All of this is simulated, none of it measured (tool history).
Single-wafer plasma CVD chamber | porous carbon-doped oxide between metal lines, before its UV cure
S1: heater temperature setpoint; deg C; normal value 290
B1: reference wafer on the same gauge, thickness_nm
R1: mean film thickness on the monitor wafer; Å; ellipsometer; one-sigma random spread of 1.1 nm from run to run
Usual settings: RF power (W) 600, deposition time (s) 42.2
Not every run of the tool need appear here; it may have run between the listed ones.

{"run": 1, "day": 0.0, "S1": 284, "RF power (W)": 600, "deposition time (s)": 42.2, "B1": 282.777, "R1": 2605.27}
{"day": 0.304, "done": "gauge calibrated"}
{"run": 2, "day": 1.421, "S1": 290, "RF power (W)": 515, "deposition time (s)": 42.2, "B1": 282.914, "R1": 2298.31}
{"run": 3, "day": 2.704, "S1": 290, "RF power (W)": 515, "deposition time (s)": 42.2, "B1": 283.005, "R1": 2302.84}
{"run": 4, "day": 4.45, "S1": 290, "RF power (W)": 600, "deposition time (s)": 44.4, "B1": 283.175, "R1": 2637.5}
{"run": 5, "day": 6.825, "S1": 290, "RF power (W)": 600, "deposition time (s)": 44.4, "B1": 282.815, "R1": 2634.55}
{"run": 6, "day": 11.271, "S1": 290, "RF power (W)": 600, "deposition time (s)": 44.4, "B1": 282.836, "R1": 2627.47}
{"run": 7, "day": 13.25, "S1": 298, "RF power (W)": 600, "deposition time (s)": 42.2, "B1": 283.169, "R1": 2386.46}
{"run": 8, "day": 15.15, "S1": 290, "RF power (W)": 600, "deposition time (s)": 42.2, "B1": 282.771, "R1": 2488.57}
{"day": 16.129, "done": "showerhead replaced"}
{"run": 9, "day": 17.967, "S1": 290, "RF power (W)": 600, "deposition time (s)": 42.2, "B1": 282.91, "R1": 2488.3}
{"run": 10, "day": 19.15, "S1": 290, "RF power (W)": 655, "deposition time (s)": 36.7, "B1": 282.972, "R1": 2295.34}

Estimate the outcome of run 11 from the log above:
{"day": 22.421, "done": "RF generator calibrated"}
{"run": 11, "day": 27.667, "S1": 290, "RF power (W)": 680, "deposition time (s)": 47.9, "B1": "?", "R1": "?"}

{"run 11": {"B1": 282.995, "R1": 3177.9}}
If the tool had no hidden condition, the same run with the same run-to-run variation would have returned R1 3192.29 Å.
